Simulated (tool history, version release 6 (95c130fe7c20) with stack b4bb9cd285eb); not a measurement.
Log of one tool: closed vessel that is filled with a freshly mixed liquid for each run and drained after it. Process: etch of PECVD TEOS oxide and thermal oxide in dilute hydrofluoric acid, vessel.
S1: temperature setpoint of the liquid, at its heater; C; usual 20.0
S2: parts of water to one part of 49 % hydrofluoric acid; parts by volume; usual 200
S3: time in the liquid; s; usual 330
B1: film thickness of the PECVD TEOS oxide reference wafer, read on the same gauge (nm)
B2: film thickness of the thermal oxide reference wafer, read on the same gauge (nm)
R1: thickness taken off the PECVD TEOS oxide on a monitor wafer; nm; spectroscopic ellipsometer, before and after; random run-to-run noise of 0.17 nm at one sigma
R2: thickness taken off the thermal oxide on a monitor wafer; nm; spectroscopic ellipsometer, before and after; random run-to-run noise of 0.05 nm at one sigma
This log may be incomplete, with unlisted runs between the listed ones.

Run 1, hour 0.0: usual settings; B1 79.98; B2 109.99. Result: R1 29.10 nm, R2 5.42 nm.
Run 2, hour 51.8: usual settings; B1 79.98; B2 110.01. Result: R1 28.85 nm, R2 5.52 nm.
Run 3, hour 148.5: usual settings but S1 17.0 C, S2 260 parts by volume; B1 79.97; B2 110.00. Result: R1 18.65 nm, R2 3.52 nm.
At hour 160.9: gauge calibrated.
At hour 195.7: thermometer replaced.
Run 4, hour 202.1: usual settings; B1 80.00; B2 110.03. Result: R1 28.91 nm, R2 5.45 nm.
Run 5, hour 272.7: usual settings but S1 17.0 C, S2 275 parts by volume, S3 275 s; B1 80.00; B2 109.98. Result: R1 14.32 nm, R2 2.76 nm.
Run 6, hour 343.4: usual settings but S2 145 parts by volume; B1 79.98; B2 109.96. Result: R1 41.99 nm, R2 7.98 nm.
Run 7, hour 430.6: usual settings but S1 23.5 C, S2 155 parts by volume, S3 420 s; B1 80.02; B2 110.03. Result: R1 56.08 nm, R2 10.70 nm.
Run 8, hour 490.6: usual settings but S1 23.5 C, S2 155 parts by volume, S3 420 s; B1 79.98; B2 109.99. Result: R1 56.99 nm, R2 10.77 nm.
Run 9, hour 543.8: usual settings but S3 145 s; B1 80.00; B2 110.02. Result: R1 12.70 nm, R2 2.44 nm.
Run 10, hour 583.6: usual settings; B1 80.03; B2 110.02. Result: R1 28.83 nm, R2 5.54 nm.
Run 11, hour 656.6: usual settings but S1 22.5 C, S2 145 parts by volume; B1 80.02; B2 109.98. Result: R1 46.34 nm, R2 8.80 nm.
Run 12, hour 718.9: usual settings but S1 22.5 C, S2 300 parts by volume; B1 80.03; B2 110.02. Result: R1 19.24 nm, R2 3.65 nm.
At hour 793.1: hydrofluoric acid flow meter replaced.
Run 13, hour 793.6: usual settings but S1 24.0 C, S2 150 parts by volume; B1 79.99; B2 110.01. Result: R1 47.19 nm, R2 8.97 nm.
Run 14, hour 871.0: usual settings but S1 17.0 C, S2 260 parts by volume; B1 79.98; B2 110.01. Result: R1 18.85 nm, R2 3.51 nm.
Run 15, hour 960.0: usual settings but S1 23.5 C, S2 300 parts by volume, S3 455 s; B1 79.97; B2 110.00. Result: R1 27.54 nm, R2 5.31 nm.
Run 16, hour 1019.3: usual settings but S1 25.0 C, S2 140 parts by volume, S3 480 s; B1 79.99; B2 109.98. Result: R1 77.03 nm, R2 14.90 nm.
Run 17, hour 1112.4: usual settings; B1 80.02; B2 110.00. Result: R1 29.08 nm, R2 5.55 nm.
Run 18, hour 1189.2: usual settings; B1 80.03; B2 110.01. Result: R1 28.80 nm, R2 5.47 nm.
Run 19, hour 1228.6: usual settings but S2 290 parts by volume; B1 79.98; B2 110.04. Result: R1 18.35 nm, R2 3.45 nm.
Run 20, hour 1336.0: usual settings; B1 80.01; B2 110.01. Result: R1 28.55 nm, R2 5.54 nm.
Run 21, hour 1427.8: usual settings but S2 150 parts by volume; B1 80.00; B2 109.94. Result: R1 40.81 nm, R2 7.82 nm.
Run 22, hour 1465.0: usual settings; B1 80.00; B2 110.03. Result: R1 28.95 nm, R2 5.52 nm.
Run 23, hour 1502.2: usual settings but S1 24.5 C, S2 275 parts by volume; B1 80.00; B2 110.00. Result: R1 23.03 nm, R2 4.37 nm.
Run 24, hour 1559.5: usual settings; B1 80.01; B2 110.01. Result: R1 29.08 nm, R2 5.57 nm.
Run 25, hour 1635.5: usual settings but S2 155 parts by volume; B1 80.01; B2 110.00. Result: R1 38.85 nm, R2 7.28 nm.

Here are 5 independent what-if runs from the current tool condition. What would each one return?
Run A, hour 1636.2: usual settings; B1 ?; B2 ?. Result: R1 ?, R2 ?.
Run B, hour 1636.2: usual settings but S1 17.5 C, S2 105 parts by volume, S3 185 s; B1 ?; B2 ?. Result: R1 ?, R2 ?.
Run C, hour 1636.2: usual settings but S1 22.0 C, S2 140 parts by volume; B1 ?; B2 ?. Result: R1 ?, R2 ?.
Run D, hour 1636.2: usual settings but S1 17.0 C, S2 285 parts by volume, S3 415 s; B1 ?; B2 ?. Result: R1 ?, R2 ?.
Run E, hour 1636.2: usual settings but S3 465 s; B1 ?; B2 ?. Result: R1 ?, R2 ?.

run     B1      B2     R1    R2
  A  79.99  110.00  28.79  5.48
  B  79.99  110.00  30.60  5.82
  C  79.99  110.00  47.32  9.00
  D  79.99  110.00  20.96  3.99
  E  79.99  110.00  40.57  7.72
With the hidden condition removed and each run's random variation left untouched, the same runs would have given:
run     R1    R2
  A  28.79  5.48
  B  30.60  5.82
  C  47.32  9.00
  D  20.96  3.99
  E  40.57  7.72
